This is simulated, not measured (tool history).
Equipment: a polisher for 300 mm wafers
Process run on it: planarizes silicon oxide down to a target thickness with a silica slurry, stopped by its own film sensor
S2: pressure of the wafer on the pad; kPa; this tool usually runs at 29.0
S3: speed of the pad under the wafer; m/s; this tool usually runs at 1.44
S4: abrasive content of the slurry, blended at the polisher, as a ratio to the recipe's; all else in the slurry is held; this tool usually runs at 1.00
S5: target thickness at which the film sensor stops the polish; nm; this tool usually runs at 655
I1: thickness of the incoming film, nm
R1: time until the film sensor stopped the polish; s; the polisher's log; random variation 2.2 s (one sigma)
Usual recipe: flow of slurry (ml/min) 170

Run 1, hour 0.0: usual settings; I1 1164.0. Result: R1 177.5 s.
Run 2, hour 62.1: usual settings; I1 1166.2. Result: R1 180.4 s.
At hour 120.4: worn pad replaced by a new one.
Run 3, hour 130.8: usual settings; I1 1161.7. Result: R1 178.5 s.
At hour 168.1: head pressure recalibrated.
Run 4, hour 177.5: usual settings; I1 1169.7. Result: R1 179.7 s.
Run 5, hour 213.9: usual settings but S3 1.72 m/s, S5 733 nm; I1 1159.3. Result: R1 136.4 s.
At hour 240.3: slurry nozzle cleaned.
At hour 241.2: conditioning disc replaced and pad reconditioned.
Run 6, hour 260.7: usual settings but S2 31.7 kPa, S3 1.16 m/s; I1 1180.8. Result: R1 176.5 s.
Run 7, hour 291.7: usual settings but flow of slurry (ml/min) 110, S2 32.4 kPa; I1 1159.1. Result: R1 158.4 s.
Run 8, hour 361.9: usual settings; I1 1183.2. Result: R1 176.3 s.
At hour 406.7: slurry blender recalibrated.
Run 9, hour 428.9: usual settings but flow of slurry (ml/min) 120, S4 1.15; I1 1186.5. Result: R1 180.1 s.
Run 10, hour 488.8: usual settings but flow of slurry (ml/min) 205, S3 1.26 m/s, S4 0.85; I1 1187.9. Result: R1 222.4 s.
At hour 541.7: worn pad replaced by a new one.
Run 11, hour 556.4: usual settings but S2 31.7 kPa, S3 1.16 m/s; I1 1194.8. Result: R1 203.3 s.
Run 12, hour 626.1: usual settings; I1 1177.8. Result: R1 186.9 s.
Run 13, hour 682.9: usual settings but S3 1.08 m/s, S4 1.25, S5 595 nm; I1 1189.8. Result: R1 223.2 s.
At hour 691.0: conditioning disc replaced and pad reconditioned.
Run 14, hour 712.3: usual settings but S2 33.8 kPa; I1 1163.3. Result: R1 144.6 s.
Run 15, hour 748.8: usual settings but flow of slurry (ml/min) 220; I1 1180.8. Result: R1 168.8 s.
Run 16, hour 801.1: usual settings but flow of slurry (ml/min) 215, S3 1.20 m/s, S4 1.20, S5 609 nm; I1 1174.9. Result: R1 190.6 s.
At hour 806.2: slurry nozzle cleaned.
Run 17, hour 844.4: usual settings but flow of slurry (ml/min) 145, S2 22.8 kPa, S4 0.70, S5 808 nm; I1 1186.3. Result: R1 200.3 s.
Run 18, hour 876.6: usual settings but S2 19.3 kPa, S5 781 nm; I1 1162.6. Result: R1 181.4 s.
At hour 928.4: slurry blender recalibrated.
Run 19, hour 929.2: usual settings but flow of slurry (ml/min) 210, S2 25.5 kPa, S3 1.66 m/s; I1 1187.9. Result: R1 180.2 s.
At hour 937.5: worn pad replaced by a new one.
Run 20, hour 991.1: usual settings but flow of slurry (ml/min) 215, S3 1.20 m/s, S4 1.20, S5 609 nm; I1 1162.1. Result: R1 198.7 s.
Run 21, hour 1030.8: usual settings but S2 33.1 kPa, S4 0.90; I1 1160.1. Result: R1 176.4 s.
At hour 1087.9: conditioning disc replaced and pad reconditioned.
Run 22, hour 1090.0: usual settings but S4 1.15; I1 1163.9. Result: R1 143.3 s.
Run 23, hour 1123.1: usual settings but flow of slurry (ml/min) 125, S2 31.7 kPa, S4 0.70, S5 727 nm; I1 1159.4. Result: R1 170.0 s.
Run 24, hour 1157.8: usual settings; I1 1168.1. Result: R1 172.7 s.
Run 25, hour 1196.9: usual settings but flow of slurry (ml/min) 210, S5 749 nm; I1 1151.5. Result: R1 130.7 s.
At hour 1205.2: head pressure recalibrated.
Run 26, hour 1231.3: usual settings but flow of slurry (ml/min) 195, S4 1.30; I1 1183.8. Result: R1 150.6 s.

Forecast each of these 3 alternatives for the next run:
Run A, hour 1231.8: usual settings; I1 1182.0. Result: R1 ?.
Run B, hour 1231.8: usual settings but S3 1.74 m/s, S5 785 nm; I1 1182.0. Result: R1 ?.
Run C, hour 1231.8: usual settings but S2 22.1 kPa, S5 746 nm; I1 1182.0. Result: R1 ?.

run     R1
  A  182.7
  B  120.5
  C  184.0
Had the tool no hidden state, the same runs would have come out as:
run     R1
  A  163.9
  B  106.1
  C  168.1
